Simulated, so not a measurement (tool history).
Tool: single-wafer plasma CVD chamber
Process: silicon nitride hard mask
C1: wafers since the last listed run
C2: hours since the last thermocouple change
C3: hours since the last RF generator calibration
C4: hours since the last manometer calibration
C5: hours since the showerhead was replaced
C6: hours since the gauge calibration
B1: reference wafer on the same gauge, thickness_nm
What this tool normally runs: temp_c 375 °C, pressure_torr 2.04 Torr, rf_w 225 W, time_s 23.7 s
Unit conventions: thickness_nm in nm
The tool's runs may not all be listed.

{"run": 1, "day": 0.0, "temp_c": 364, "pressure_torr": 2.04, "rf_w": 225, "time_s": 23.7, "C1": 0, "C2": 1955.7, "C3": 2891.8, "C4": 779.9, "C5": 7274.7, "C6": 1583.6, "B1": 24.789, "thickness_nm": 23.095}
{"day": 0.638, "done": "RF generator calibrated"}
{"day": 0.904, "done": "thermocouple changed; heater temperature recalibrated"}
{"run": 2, "day": 2.317, "temp_c": 364, "pressure_torr": 2.04, "rf_w": 225, "time_s": 23.7, "C1": 506, "C2": 33.9, "C3": 40.3, "C4": 835.5, "C5": 7330.3, "C6": 1639.2, "B1": 24.804, "thickness_nm": 22.715}
{"run": 3, "day": 4.15, "temp_c": 372, "pressure_torr": 2.04, "rf_w": 225, "time_s": 23.7, "C1": 540, "C2": 77.9, "C3": 84.3, "C4": 879.5, "C5": 7374.3, "C6": 1683.2, "B1": 24.801, "thickness_nm": 22.705}
{"run": 4, "day": 5.879, "temp_c": 372, "pressure_torr": 2.04, "rf_w": 225, "time_s": 23.7, "C1": 510, "C2": 119.4, "C3": 125.8, "C4": 921, "C5": 7415.8, "C6": 1724.7, "B1": 24.81, "thickness_nm": 22.46}
{"day": 6.896, "done": "gauge calibrated"}
{"run": 5, "day": 8.25, "temp_c": 375, "pressure_torr": 2.04, "rf_w": 225, "time_s": 25.6, "C1": 699, "C2": 176.3, "C3": 182.7, "C4": 977.9, "C5": 7472.7, "C6": 32.5, "B1": 24.819, "thickness_nm": 24.308}
{"run": 6, "day": 11.071, "temp_c": 375, "pressure_torr": 2.04, "rf_w": 225, "time_s": 23.7, "C1": 832, "C2": 244, "C3": 250.4, "C4": 1045.6, "C5": 7540.4, "C6": 100.2, "B1": 24.779, "thickness_nm": 22.449}
{"day": 14.725, "done": "showerhead replaced"}
{"run": 7, "day": 14.746, "temp_c": 375, "pressure_torr": 2.04, "rf_w": 225, "time_s": 20.9, "C1": 986, "C2": 332.2, "C3": 338.6, "C4": 1133.8, "C5": 0.5, "C6": 188.4, "B1": 24.818, "thickness_nm": 19.846}
{"run": 8, "day": 23.008, "temp_c": 375, "pressure_torr": 2.04, "rf_w": 225, "time_s": 23.7, "C1": 2438, "C2": 530.5, "C3": 536.9, "C4": 1332.1, "C5": 198.8, "C6": 386.7, "B1": 24.804, "thickness_nm": 22.475}
{"day": 23.938, "done": "RF generator calibrated, repeated, since the last time left the tool worse"}
{"day": 23.979, "done": "capacitance manometer re-zeroed and calibrated"}
{"run": 9, "day": 25.054, "temp_c": 375, "pressure_torr": 2.26, "rf_w": 225, "time_s": 19.2, "C1": 493, "C2": 579.6, "C3": 26.8, "C4": 25.8, "C5": 247.9, "C6": 435.8, "B1": 24.798, "thickness_nm": 19.724}
{"run": 10, "day": 27.0, "temp_c": 375, "pressure_torr": 1.67, "rf_w": 225, "time_s": 20.2, "C1": 574, "C2": 626.3, "C3": 73.5, "C4": 72.5, "C5": 294.6, "C6": 482.5, "B1": 24.8, "thickness_nm": 18.709}
{"run": 11, "day": 29.146, "temp_c": 375, "pressure_torr": 2.04, "rf_w": 225, "time_s": 23.7, "C1": 633, "C2": 677.8, "C3": 125, "C4": 124, "C5": 346.1, "C6": 534, "B1": 24.806, "thickness_nm": 23.411}
{"run": 12, "day": 31.446, "temp_c": 375, "pressure_torr": 2.04, "rf_w": 225, "time_s": 21.3, "C1": 678, "C2": 733, "C3": 180.2, "C4": 179.2, "C5": 401.3, "C6": 589.2, "B1": 24.788, "thickness_nm": 21.002}
{"run": 13, "day": 32.908, "temp_c": 375, "pressure_torr": 2.04, "rf_w": 225, "time_s": 20.9, "C1": 431, "C2": 768.1, "C3": 215.3, "C4": 214.3, "C5": 436.4, "C6": 624.3, "B1": 24.803, "thickness_nm": 20.775}
{"run": 14, "day": 34.488, "temp_c": 375, "pressure_torr": 2.04, "rf_w": 185, "time_s": 23.7, "C1": 465, "C2": 806, "C3": 253.2, "C4": 252.2, "C5": 474.3, "C6": 662.2, "B1": 24.812, "thickness_nm": 19.514}
{"run": 15, "day": 35.904, "temp_c": 379, "pressure_torr": 1.66, "rf_w": 260, "time_s": 21.2, "C1": 418, "C2": 840, "C3": 287.2, "C4": 286.2, "C5": 508.3, "C6": 696.2, "B1": 24.812, "thickness_nm": 21.99}
{"run": 16, "day": 37.242, "temp_c": 375, "pressure_torr": 2.42, "rf_w": 225, "time_s": 23.7, "C1": 394, "C2": 872.1, "C3": 319.3, "C4": 318.3, "C5": 540.4, "C6": 728.3, "B1": 24.799, "thickness_nm": 24.662}
{"run": 17, "day": 40.171, "temp_c": 375, "pressure_torr": 2.04, "rf_w": 240, "time_s": 23.7, "C1": 864, "C2": 942.4, "C3": 389.6, "C4": 388.6, "C5": 610.7, "C6": 798.6, "B1": 24.805, "thickness_nm": 24.882}
{"run": 18, "day": 42.075, "temp_c": 375, "pressure_torr": 2.04, "rf_w": 225, "time_s": 23.7, "C1": 561, "C2": 988.1, "C3": 435.3, "C4": 434.3, "C5": 656.4, "C6": 844.3, "B1": 24.796, "thickness_nm": 23.543}
{"run": 19, "day": 43.308, "temp_c": 362, "pressure_torr": 2.04, "rf_w": 180, "time_s": 23.7, "C1": 363, "C2": 1017.7, "C3": 464.9, "C4": 463.9, "C5": 686, "C6": 873.9, "B1": 24.819, "thickness_nm": 19.13}
{"run": 20, "day": 45.862, "temp_c": 381, "pressure_torr": 2.04, "rf_w": 225, "time_s": 23.7, "C1": 753, "C2": 1079, "C3": 526.2, "C4": 525.2, "C5": 747.3, "C6": 935.2, "B1": 24.798, "thickness_nm": 23.429}
{"run": 21, "day": 47.771, "temp_c": 365, "pressure_torr": 2.54, "rf_w": 225, "time_s": 19.2, "C1": 563, "C2": 1124.8, "C3": 572, "C4": 571, "C5": 793.1, "C6": 981, "B1": 24.805, "thickness_nm": 20.374}
{"run": 22, "day": 50.062, "temp_c": 375, "pressure_torr": 2.04, "rf_w": 260, "time_s": 26.6, "C1": 676, "C2": 1179.8, "C3": 627, "C4": 626, "C5": 848.1, "C6": 1036, "B1": 24.792, "thickness_nm": 29.798}
{"run": 23, "day": 52.612, "temp_c": 375, "pressure_torr": 2.04, "rf_w": 225, "time_s": 23.7, "C1": 752, "C2": 1241, "C3": 688.2, "C4": 687.2, "C5": 909.3, "C6": 1097.2, "B1": 24.776, "thickness_nm": 23.4}
{"run": 24, "day": 53.788, "temp_c": 375, "pressure_torr": 2.04, "rf_w": 225, "time_s": 24.8, "C1": 346, "C2": 1269.2, "C3": 716.4, "C4": 715.4, "C5": 937.5, "C6": 1125.4, "B1": 24.787, "thickness_nm": 24.506}
{"run": 25, "day": 54.962, "temp_c": 389, "pressure_torr": 2.54, "rf_w": 205, "time_s": 23.7, "C1": 346, "C2": 1297.4, "C3": 744.6, "C4": 743.6, "C5": 965.7, "C6": 1153.6, "B1": 24.785, "thickness_nm": 22.815}
{"run": 26, "day": 56.45, "temp_c": 375, "pressure_torr": 2.04, "rf_w": 225, "time_s": 23.7, "C1": 438, "C2": 1333.1, "C3": 780.3, "C4": 779.3, "C5": 1001.4, "C6": 1189.3, "B1": 24.801, "thickness_nm": 23.28}
{"run": 27, "day": 57.454, "temp_c": 375, "pressure_torr": 2.04, "rf_w": 225, "time_s": 23.7, "C1": 296, "C2": 1357.2, "C3": 804.4, "C4": 803.4, "C5": 1025.5, "C6": 1213.4, "B1": 24.795, "thickness_nm": 23.354}

Same runs, no hidden state in the tool, same run-to-run variation:
Hidden state present: wafer temperature above the value expected at the setpoint (K); delivered RF power above the setpoint (%); true pressure above the setpoint (%); gauge reads high (%).
run=1 thickness_nm=23.631
run=2 thickness_nm=23.694
run=3 thickness_nm=23.692
run=4 thickness_nm=23.444
run=5 thickness_nm=25.385
run=6 thickness_nm=23.457
run=7 thickness_nm=20.752
run=8 thickness_nm=23.539
run=9 thickness_nm=19.785
run=10 thickness_nm=18.774
run=11 thickness_nm=23.501
run=12 thickness_nm=21.091
run=13 thickness_nm=20.87
run=14 thickness_nm=19.613
run=15 thickness_nm=22.096
run=16 thickness_nm=24.794
run=17 thickness_nm=25.022
run=18 thickness_nm=23.69
run=19 thickness_nm=19.26
run=20 thickness_nm=23.592
run=21 thickness_nm=20.523
run=22 thickness_nm=30.017
run=23 thickness_nm=23.592
run=24 thickness_nm=24.712
run=25 thickness_nm=23.012
run=26 thickness_nm=23.488
run=27 thickness_nm=23.566
